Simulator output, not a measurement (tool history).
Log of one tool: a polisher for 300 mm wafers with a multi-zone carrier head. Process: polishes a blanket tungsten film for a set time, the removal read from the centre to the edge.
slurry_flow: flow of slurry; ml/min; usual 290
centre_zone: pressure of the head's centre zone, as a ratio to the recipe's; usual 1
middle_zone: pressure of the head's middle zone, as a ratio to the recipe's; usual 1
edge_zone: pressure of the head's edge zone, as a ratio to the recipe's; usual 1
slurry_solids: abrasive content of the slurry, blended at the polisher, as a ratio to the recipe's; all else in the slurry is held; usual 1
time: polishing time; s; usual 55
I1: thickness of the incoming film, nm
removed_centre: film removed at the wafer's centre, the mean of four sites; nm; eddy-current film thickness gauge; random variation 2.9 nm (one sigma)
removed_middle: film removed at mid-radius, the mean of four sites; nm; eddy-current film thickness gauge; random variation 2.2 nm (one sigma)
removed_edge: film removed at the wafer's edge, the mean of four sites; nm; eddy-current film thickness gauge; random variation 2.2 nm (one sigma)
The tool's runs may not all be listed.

Run 1, hour 0: usual settings; I1 1361.9. Result: removed_centre 275.7 nm, removed_middle 249.4 nm, removed_edge 248.7 nm.
Run 2, hour 6.6: usual settings; I1 1356.9. Result: removed_centre 271.3 nm, removed_middle 244.6 nm, removed_edge 242.7 nm.
Run 3, hour 15.3: usual settings but time 68 s; I1 1351.9. Result: removed_centre 338.9 nm, removed_middle 306.3 nm, removed_edge 295.9 nm.
Run 4, hour 24.5: usual settings but time 68 s; I1 1349.2. Result: removed_centre 336.4 nm, removed_middle 309.1 nm, removed_edge 302.3 nm.
Run 5, hour 33.9: usual settings but centre_zone 0.96; I1 1351.5. Result: removed_centre 260.1 nm, removed_middle 250.4 nm, removed_edge 244.8 nm.
Run 6, hour 49.6: usual settings; I1 1365. Result: removed_centre 277.5 nm, removed_middle 248.5 nm, removed_edge 245.4 nm.
At hour 61.8: worn pad replaced by a new one.
Run 7, hour 62.3: usual settings; I1 1340.5. Result: removed_centre 277.4 nm, removed_middle 248.2 nm, removed_edge 246.8 nm.
At hour 68.4: edge zone pressure recalibrated.
Run 8, hour 71.8: usual settings; I1 1350.4. Result: removed_centre 276.4 nm, removed_middle 243.6 nm, removed_edge 241.8 nm.
Run 9, hour 79.3: usual settings but centre_zone 0.95; I1 1354.2. Result: removed_centre 261.1 nm, removed_middle 246.7 nm, removed_edge 244.7 nm.
At hour 86.7: carrier head's membrane replaced by a new one.
Run 10, hour 87.2: usual settings but centre_zone 1.04, middle_zone 1.06, slurry_solids 0.9, time 39 s; I1 1331.3. Result: removed_centre 197.1 nm, removed_middle 179.8 nm, removed_edge 168.1 nm.
Run 11, hour 97.1: usual settings but centre_zone 0.91, middle_zone 0.88, edge_zone 1.09; I1 1373.4. Result: removed_centre 247.6 nm, removed_middle 224 nm, removed_edge 257.2 nm.
At hour 116: slurry nozzle cleaned.
Run 12, hour 141.5: usual settings but slurry_solids 1.25, time 41 s; I1 1351.3. Result: removed_centre 217.4 nm, removed_middle 194.2 nm, removed_edge 191.5 nm.
At hour 151.6: centre zone pressure recalibrated.
Run 13, hour 158.3: usual settings but slurry_flow 260 ml/min, edge_zone 0.93, slurry_solids 0.9, time 38 s; I1 1351.2. Result: removed_centre 158.3 nm, removed_middle 163 nm, removed_edge 159.2 nm.
At hour 167.4: worn pad replaced by a new one.
Run 14, hour 170: usual settings but time 68 s; I1 1349.5. Result: removed_centre 298.1 nm, removed_middle 309.3 nm, removed_edge 302.9 nm.
Run 15, hour 178.9: usual settings but middle_zone 1.05; I1 1339.8. Result: removed_centre 247.5 nm, removed_middle 257.3 nm, removed_edge 241.5 nm.
Run 16, hour 185.9: usual settings but middle_zone 0.95, edge_zone 1.04, time 71 s; I1 1368. Result: removed_centre 319.4 nm, removed_middle 309.6 nm, removed_edge 324.7 nm.
Run 17, hour 197.3: usual settings but slurry_flow 355 ml/min; I1 1345.2. Result: removed_centre 251.8 nm, removed_middle 252.9 nm, removed_edge 249.2 nm.
Run 18, hour 211.7: usual settings but slurry_flow 260 ml/min, edge_zone 0.93, slurry_solids 0.9, time 38 s; I1 1326. Result: removed_centre 164.8 nm, removed_middle 163.2 nm, removed_edge 158.4 nm.

4 ways to go on from here, each from the tool as it stands after run 18. What would each give?
Run A, hour 212.1: usual settings; I1 1349.8. Result: removed_centre ?, removed_middle ?, removed_edge ?.
Run B, hour 212.1: usual settings but time 61 s; I1 1349.8. Result: removed_centre ?, removed_middle ?, removed_edge ?.
Run C, hour 212.1: usual settings but slurry_flow 370 ml/min; I1 1349.8. Result: removed_centre ?, removed_middle ?, removed_edge ?.
Run D, hour 212.1: usual settings but slurry_flow 210 ml/min, centre_zone 0.89, edge_zone 1.11; I1 1349.8. Result: removed_centre ?, removed_middle ?, removed_edge ?.

run  removed_centre  removed_middle  removed_edge
  A           243.1             247         241.4
  B           269.6           273.9         267.8
  C           249.5           252.9         245.8
  D           205.9           236.5           246
Without the tool's hidden state the same runs would have given:
run  removed_centre  removed_middle  removed_edge
  A           243.8             247         241.4
  B           270.4           273.9         267.8
  C           250.2           252.9         245.8
  D           206.6           236.5           246
